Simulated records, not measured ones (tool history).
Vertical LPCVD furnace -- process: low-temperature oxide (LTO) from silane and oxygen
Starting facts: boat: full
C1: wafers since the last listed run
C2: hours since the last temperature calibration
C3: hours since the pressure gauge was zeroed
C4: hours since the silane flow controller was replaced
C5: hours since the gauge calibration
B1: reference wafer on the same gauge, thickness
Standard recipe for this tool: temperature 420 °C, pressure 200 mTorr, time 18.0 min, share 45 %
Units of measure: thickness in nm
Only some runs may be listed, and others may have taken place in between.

{"run": 1, "day": 0.0, "temperature": 420, "pressure": 200, "time": 18.0, "share": 45, "C1": 0, "C2": 1725.6, "C3": 1612.8, "C4": 2714.1, "C5": 42.3, "B1": 210.23, "thickness": 216.26}
{"run": 2, "day": 2.225, "temperature": 420, "pressure": 200, "time": 18.0, "share": 45, "C1": 731, "C2": 1779.0, "C3": 1666.2, "C4": 2767.5, "C5": 95.7, "B1": 209.81, "thickness": 215.01}
{"run": 3, "day": 5.808, "temperature": 420, "pressure": 200, "time": 18.0, "share": 45, "C1": 1178, "C2": 1865.0, "C3": 1752.2, "C4": 2853.5, "C5": 181.7, "B1": 209.84, "thickness": 214.63}
{"run": 4, "day": 7.758, "temperature": 420, "pressure": 200, "time": 18.0, "share": 45, "C1": 641, "C2": 1911.8, "C3": 1799.0, "C4": 2900.3, "C5": 228.5, "B1": 210.36, "thickness": 215.89}
{"run": 5, "day": 10.858, "temperature": 420, "pressure": 200, "time": 18.0, "share": 45, "C1": 1019, "C2": 1986.2, "C3": 1873.4, "C4": 2974.7, "C5": 302.9, "B1": 210.03, "thickness": 216.17}
{"run": 6, "day": 13.738, "temperature": 420, "pressure": 200, "time": 18.0, "share": 50, "C1": 946, "C2": 2055.3, "C3": 1942.5, "C4": 3043.8, "C5": 372.0, "B1": 209.82, "thickness": 236.23}
{"run": 7, "day": 17.867, "temperature": 420, "pressure": 200, "time": 18.0, "share": 50, "C1": 1357, "C2": 2154.4, "C3": 2041.6, "C4": 3142.9, "C5": 471.1, "B1": 210.15, "thickness": 236.65}
{"run": 8, "day": 22.283, "temperature": 420, "pressure": 200, "time": 18.0, "share": 48, "C1": 1452, "C2": 2260.4, "C3": 2147.6, "C4": 3248.9, "C5": 577.1, "B1": 209.95, "thickness": 228.82}
{"run": 9, "day": 25.167, "temperature": 420, "pressure": 200, "time": 18.0, "share": 45, "C1": 948, "C2": 2329.6, "C3": 2216.8, "C4": 3318.1, "C5": 646.3, "B1": 209.75, "thickness": 217.39}
{"run": 10, "day": 28.067, "temperature": 420, "pressure": 200, "time": 18.0, "share": 45, "C1": 953, "C2": 2399.2, "C3": 2286.4, "C4": 3387.7, "C5": 715.9, "B1": 209.83, "thickness": 218.47}
{"day": 33.729, "done": "thermocouples replaced and temperature profile calibrated"}
{"run": 11, "day": 39.742, "temperature": 425, "pressure": 200, "time": 23.0, "share": 45, "C1": 3510, "C2": 144.3, "C3": 2566.6, "C4": 3667.9, "C5": 996.1, "B1": 210.13, "thickness": 282.94}
{"run": 12, "day": 43.383, "temperature": 426, "pressure": 200, "time": 18.0, "share": 45, "C1": 1197, "C2": 231.7, "C3": 2654.0, "C4": 3755.3, "C5": 1083.5, "B1": 210.06, "thickness": 223.88}
{"day": 43.671, "done": "gauge calibrated"}
{"day": 46.992, "done": "pressure gauge zeroed"}
{"run": 13, "day": 47.012, "temperature": 426, "pressure": 200, "time": 18.0, "share": 45, "C1": 864, "C2": 318.8, "C3": 0.5, "C4": 3842.4, "C5": 80.2, "B1": 210.06, "thickness": 217.29}
{"day": 48.283, "done": "silane flow controller replaced"}
{"run": 14, "day": 49.379, "temperature": 431, "pressure": 240, "time": 22.0, "share": 47, "C1": 449, "C2": 375.6, "C3": 57.3, "C4": 26.3, "C5": 137.0, "B1": 210.06, "thickness": 349.41}
{"run": 15, "day": 53.638, "temperature": 420, "pressure": 165, "time": 18.0, "share": 37, "C1": 1400, "C2": 477.8, "C3": 159.5, "C4": 128.5, "C5": 239.2, "B1": 210.01, "thickness": 138.74}
{"run": 16, "day": 55.5, "temperature": 430, "pressure": 200, "time": 18.0, "share": 40, "C1": 612, "C2": 522.5, "C3": 204.2, "C4": 173.2, "C5": 283.9, "B1": 209.99, "thickness": 204.52}
{"run": 17, "day": 58.421, "temperature": 420, "pressure": 225, "time": 18.0, "share": 45, "C1": 960, "C2": 592.6, "C3": 274.3, "C4": 243.3, "C5": 354.0, "B1": 209.88, "thickness": 234.73}
{"run": 18, "day": 62.083, "temperature": 427, "pressure": 160, "time": 18.0, "share": 45, "C1": 1204, "C2": 680.5, "C3": 362.2, "C4": 331.2, "C5": 441.9, "B1": 210.36, "thickness": 180.13}
{"run": 19, "day": 65.967, "temperature": 427, "pressure": 180, "time": 18.0, "share": 45, "C1": 1277, "C2": 773.7, "C3": 455.4, "C4": 424.4, "C5": 535.1, "B1": 209.71, "thickness": 201.09}
{"run": 20, "day": 69.438, "temperature": 420, "pressure": 200, "time": 18.0, "share": 40, "C1": 1141, "C2": 857.0, "C3": 538.7, "C4": 507.7, "C5": 618.4, "B1": 210.02, "thickness": 185.53}
{"run": 21, "day": 73.046, "temperature": 427, "pressure": 200, "time": 18.0, "share": 49, "C1": 1186, "C2": 943.6, "C3": 625.3, "C4": 594.3, "C5": 705.0, "B1": 209.87, "thickness": 242.86}
{"run": 22, "day": 74.871, "temperature": 420, "pressure": 200, "time": 18.0, "share": 50, "C1": 600, "C2": 987.4, "C3": 669.1, "C4": 638.1, "C5": 748.8, "B1": 210.23, "thickness": 230.85}
{"run": 23, "day": 78.754, "temperature": 414, "pressure": 160, "time": 11.0, "share": 49, "C1": 1277, "C2": 1080.6, "C3": 762.3, "C4": 731.3, "C5": 842.0, "B1": 209.98, "thickness": 105.75}
{"run": 24, "day": 83.104, "temperature": 420, "pressure": 200, "time": 18.0, "share": 45, "C1": 1430, "C2": 1185.0, "C3": 866.7, "C4": 835.7, "C5": 946.4, "B1": 210.06, "thickness": 210.85}
{"run": 25, "day": 87.167, "temperature": 425, "pressure": 185, "time": 14.5, "share": 45, "C1": 1335, "C2": 1282.5, "C3": 964.2, "C4": 933.2, "C5": 1043.9, "B1": 210.0, "thickness": 166.13}
{"day": 87.588, "done": "gauge calibrated"}
{"run": 26, "day": 89.017, "temperature": 410, "pressure": 200, "time": 18.0, "share": 45, "C1": 608, "C2": 1326.9, "C3": 1008.6, "C4": 977.6, "C5": 34.3, "B1": 209.94, "thickness": 193.98}
{"run": 27, "day": 92.458, "temperature": 420, "pressure": 200, "time": 18.0, "share": 45, "C1": 1131, "C2": 1409.5, "C3": 1091.2, "C4": 1060.2, "C5": 116.9, "B1": 210.0, "thickness": 211.53}

Predict each of these 3 candidate next runs independently; none follows another, all start after run 27:
{"run": "A", "day": 92.592, "temperature": 420, "pressure": 200, "time": 18.0, "share": 43, "C1": 43, "C2": 1412.7, "C3": 1094.4, "C4": 1063.4, "C5": 120.1, "B1": "?", "thickness": "?"}
{"run": "B", "day": 92.592, "temperature": 429, "pressure": 220, "time": 18.0, "share": 45, "C1": 43, "C2": 1412.7, "C3": 1094.4, "C4": 1063.4, "C5": 120.1, "B1": "?", "thickness": "?"}
{"run": "C", "day": 92.592, "temperature": 420, "pressure": 245, "time": 14.0, "share": 45, "C1": 43, "C2": 1412.7, "C3": 1094.4, "C4": 1063.4, "C5": 120.1, "B1": "?", "thickness": "?"}

run=A B1=210.14 thickness=204.70
run=B B1=210.14 thickness=256.09
run=C B1=210.14 thickness=203.43
Take away the tool's hidden state, keep each run's random variation, and the runs would have read:
run=A thickness=195.19
run=B thickness=244.88
run=C thickness=194.50

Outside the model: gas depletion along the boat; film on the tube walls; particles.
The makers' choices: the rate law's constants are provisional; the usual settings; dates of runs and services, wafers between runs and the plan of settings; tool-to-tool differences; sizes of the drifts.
